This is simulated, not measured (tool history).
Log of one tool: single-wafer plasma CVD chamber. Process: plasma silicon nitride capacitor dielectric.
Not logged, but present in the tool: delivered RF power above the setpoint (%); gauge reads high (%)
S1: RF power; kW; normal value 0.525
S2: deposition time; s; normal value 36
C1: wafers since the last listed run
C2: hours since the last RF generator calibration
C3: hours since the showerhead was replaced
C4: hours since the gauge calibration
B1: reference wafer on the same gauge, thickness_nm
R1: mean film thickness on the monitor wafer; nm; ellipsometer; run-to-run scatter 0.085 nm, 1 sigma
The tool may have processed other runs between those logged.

run 1 hour=0 | S1=0.505 S2=36 | C1=0 C2=2070.1 C3=5956 C4=150.1 | B1=59.492 | R1=55.956
run 2 hour=7.5 | S1=0.505 S2=36 | C1=112 C2=2077.6 C3=5963.5 C4=157.6 | B1=59.496 | R1=55.965
run 3 hour=19.6 | S1=0.55 S2=36 | C1=182 C2=2089.7 C3=5975.6 C4=169.7 | B1=59.479 | R1=56.887
run 4 hour=33.8 | S1=0.55 S2=36 | C1=213 C2=2103.9 C3=5989.8 C4=183.9 | B1=59.503 | R1=56.865
run 5 hour=47.4 | S1=0.525 S2=36 | C1=204 C2=2117.5 C3=6003.4 C4=197.5 | B1=59.486 | R1=56.42
run 6 hour=59.3 | S1=0.525 S2=36 | C1=179 C2=2129.4 C3=6015.3 C4=209.4 | B1=59.488 | R1=56.409
run 7 hour=69 | S1=0.525 S2=36 | C1=146 C2=2139.1 C3=6025 C4=219.1 | B1=59.489 | R1=56.445
run 8 hour=79.3 | S1=0.525 S2=36 | C1=155 C2=2149.4 C3=6035.3 C4=229.4 | B1=59.502 | R1=56.485
run 9 hour=86.1 | S1=0.525 S2=40.2 | C1=102 C2=2156.2 C3=6042.1 C4=236.2 | B1=59.508 | R1=62.935
run 10 hour=101 | S1=0.48 S2=31.8 | C1=224 C2=2171.1 C3=6057 C4=251.1 | B1=59.517 | R1=49.095
run 11 hour=111.9 | S1=0.525 S2=36 | C1=164 C2=2182 C3=6067.9 C4=262 | B1=59.503 | R1=56.277
run 12 hour=118.1 | S1=0.525 S2=36 | C1=93 C2=2188.2 C3=6074.1 C4=268.2 | B1=59.499 | R1=56.36
-- hour=133.1 RF generator calibrated
run 13 hour=133.6 | S1=0.525 S2=36 | C1=112 C2=0.5 C3=6089.6 C4=283.7 | B1=59.512 | R1=56.305
-- hour=137.2 gauge calibrated
run 14 hour=153.1 | S1=0.57 S2=39.4 | C1=293 C2=20 C3=6109.1 C4=15.9 | B1=59.502 | R1=62.455
run 15 hour=160.8 | S1=0.525 S2=36 | C1=116 C2=27.7 C3=6116.8 C4=23.6 | B1=59.5 | R1=56.416
run 16 hour=167.5 | S1=0.595 S2=33.5 | C1=100 C2=34.4 C3=6123.5 C4=30.3 | B1=59.501 | R1=53.781
-- hour=198.2 showerhead replaced
run 17 hour=205.8 | S1=0.525 S2=36 | C1=456 C2=72.7 C3=7.6 C4=68.6 | B1=59.473 | R1=56.367
run 18 hour=215.3 | S1=0.525 S2=36 | C1=143 C2=82.2 C3=17.1 C4=78.1 | B1=59.502 | R1=56.49
run 19 hour=229.7 | S1=0.585 S2=36 | C1=216 C2=96.6 C3=31.5 C4=92.5 | B1=59.515 | R1=57.488
run 20 hour=240.4 | S1=0.525 S2=33.7 | C1=161 C2=107.3 C3=42.2 C4=103.2 | B1=59.494 | R1=52.753
run 21 hour=246.8 | S1=0.445 S2=38.7 | C1=96 C2=113.7 C3=48.6 C4=109.6 | B1=59.5 | R1=59.172
run 22 hour=262.4 | S1=0.62 S2=30.5 | C1=235 C2=129.3 C3=64.2 C4=125.2 | B1=59.514 | R1=49.276
run 23 hour=269.2 | S1=0.465 S2=33.8 | C1=102 C2=136.1 C3=71 C4=132 | B1=59.498 | R1=51.95
run 24 hour=282.1 | S1=0.525 S2=31.4 | C1=194 C2=149 C3=83.9 C4=144.9 | B1=59.496 | R1=49.125
run 25 hour=289.8 | S1=0.525 S2=30.5 | C1=116 C2=156.7 C3=91.6 C4=152.6 | B1=59.491 | R1=47.757
run 26 hour=300.9 | S1=0.525 S2=30.5 | C1=167 C2=167.8 C3=102.7 C4=163.7 | B1=59.481 | R1=47.78

Across each entry between runs, compare the hidden state at the last listed run before it with the hidden state at the first listed run after it:
After run 12, before run 13: RF generator calibrated (hour 133.1)
  nothing in the hidden state changes from one run to the other
After run 13, before run 14: gauge calibrated (hour 137.2)
  nothing in the hidden state changes from one run to the other
After run 16, before run 17: showerhead replaced (hour 198.2)
  nothing in the hidden state changes from one run to the other
